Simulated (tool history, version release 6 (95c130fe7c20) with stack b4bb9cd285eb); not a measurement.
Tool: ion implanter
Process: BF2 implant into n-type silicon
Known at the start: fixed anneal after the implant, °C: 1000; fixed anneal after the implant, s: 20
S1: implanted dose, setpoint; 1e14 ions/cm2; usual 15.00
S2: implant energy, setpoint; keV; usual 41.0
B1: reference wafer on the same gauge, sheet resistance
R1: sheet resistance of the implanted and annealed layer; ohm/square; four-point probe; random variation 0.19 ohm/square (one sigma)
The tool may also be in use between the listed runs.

run 1 hour=0.0 | S1=15.00 S2=41.0 | B1=108.01 | R1=124.42
run 2 hour=7.6 | S1=15.00 S2=41.0 | B1=107.97 | R1=124.49
run 3 hour=24.9 | S1=15.00 S2=41.0 | B1=108.00 | R1=124.51
-- hour=29.4 gauge calibrated
run 4 hour=38.5 | S1=16.64 S2=49.5 | B1=107.98 | R1=111.00
run 5 hour=47.7 | S1=16.64 S2=49.5 | B1=107.97 | R1=111.09
run 6 hour=61.3 | S1=16.64 S2=49.5 | B1=108.01 | R1=110.98
run 7 hour=73.2 | S1=13.51 S2=41.0 | B1=108.05 | R1=127.90
run 8 hour=87.8 | S1=13.51 S2=41.0 | B1=107.95 | R1=128.12
run 9 hour=100.5 | S1=15.00 S2=41.0 | B1=108.00 | R1=124.73
run 10 hour=113.4 | S1=15.00 S2=41.0 | B1=108.00 | R1=124.28
run 11 hour=122.4 | S1=15.00 S2=41.0 | B1=108.02 | R1=125.15
run 12 hour=130.9 | S1=15.00 S2=41.0 | B1=108.01 | R1=124.60
run 13 hour=144.5 | S1=15.00 S2=41.0 | B1=108.05 | R1=124.93
-- hour=167.5 extraction supply calibrated
run 14 hour=181.4 | S1=15.00 S2=41.0 | B1=108.03 | R1=124.37
run 15 hour=194.5 | S1=15.00 S2=41.0 | B1=108.02 | R1=124.92
run 16 hour=208.7 | S1=15.00 S2=41.0 | B1=107.98 | R1=124.97
run 17 hour=219.0 | S1=11.54 S2=41.0 | B1=108.00 | R1=136.42
run 18 hour=226.5 | S1=15.00 S2=41.0 | B1=107.98 | R1=125.17
run 19 hour=232.6 | S1=17.57 S2=41.0 | B1=107.97 | R1=120.70
run 20 hour=245.2 | S1=19.00 S2=41.0 | B1=107.98 | R1=119.80
-- hour=251.7 gauge calibrated
run 21 hour=256.3 | S1=15.00 S2=41.0 | B1=108.01 | R1=125.50
run 22 hour=269.8 | S1=15.00 S2=41.0 | B1=107.99 | R1=125.19
run 23 hour=284.9 | S1=18.80 S2=29.5 | B1=108.03 | R1=141.68
-- hour=295.7 Faraday cup replaced and dose calibrated
run 24 hour=296.2 | S1=18.15 S2=34.0 | B1=108.02 | R1=131.97
run 25 hour=301.7 | S1=10.57 S2=33.0 | B1=108.03 | R1=151.56
run 26 hour=345.8 | S1=15.00 S2=41.0 | B1=108.02 | R1=124.20
run 27 hour=359.5 | S1=16.87 S2=30.5 | B1=108.03 | R1=140.92
run 28 hour=372.3 | S1=15.00 S2=41.0 | B1=108.00 | R1=124.12
run 29 hour=384.6 | S1=19.01 S2=31.5 | B1=107.99 | R1=136.91
run 30 hour=394.3 | S1=19.28 S2=32.5 | B1=108.01 | R1=134.20
run 31 hour=402.2 | S1=13.26 S2=41.0 | B1=108.00 | R1=128.15
run 32 hour=418.4 | S1=18.32 S2=55.0 | B1=108.01 | R1=102.71
run 33 hour=427.9 | S1=12.89 S2=41.0 | B1=107.97 | R1=129.27
run 34 hour=438.0 | S1=12.64 S2=41.0 | B1=107.99 | R1=130.13

Hidden state or all else? Some run-to-run changes of R1, split into what the settings, what came in and random variation would give without the hidden state, and what is left for the hidden state (with any gauge scatter that isn't in both results):
The hidden state here: deviation of the true dose from the Faraday cup's reading, %; deviation of the true energy from its setpoint, %; gauge reads high (%).
Run 16 -> 17: S1 15.00 -> 11.54. R1 +11.45 ohm/square: hidden state +0.83, all else +10.62.
Run 17 -> 18: S1 11.54 -> 15.00. R1 -11.25 ohm/square: hidden state -0.78, all else -10.47.
Run 23 -> 24: S1 18.80 -> 18.15, S2 29.5 -> 34.0, Faraday cup replaced and dose calibrated. R1 -9.71 ohm/square: hidden state -0.55, all else -9.16.
Run 25 -> 26: S1 10.57 -> 15.00, S2 33.0 -> 41.0. R1 -27.36 ohm/square: hidden state +0.01, all else -27.37.
Run 31 -> 32: S1 13.26 -> 18.32, S2 41.0 -> 55.0. R1 -25.44 ohm/square: hidden state +0.00, all else -25.44.
Run 32 -> 33: S1 18.32 -> 12.89, S2 55.0 -> 41.0. R1 +26.56 ohm/square: hidden state +0.02, all else +26.54.
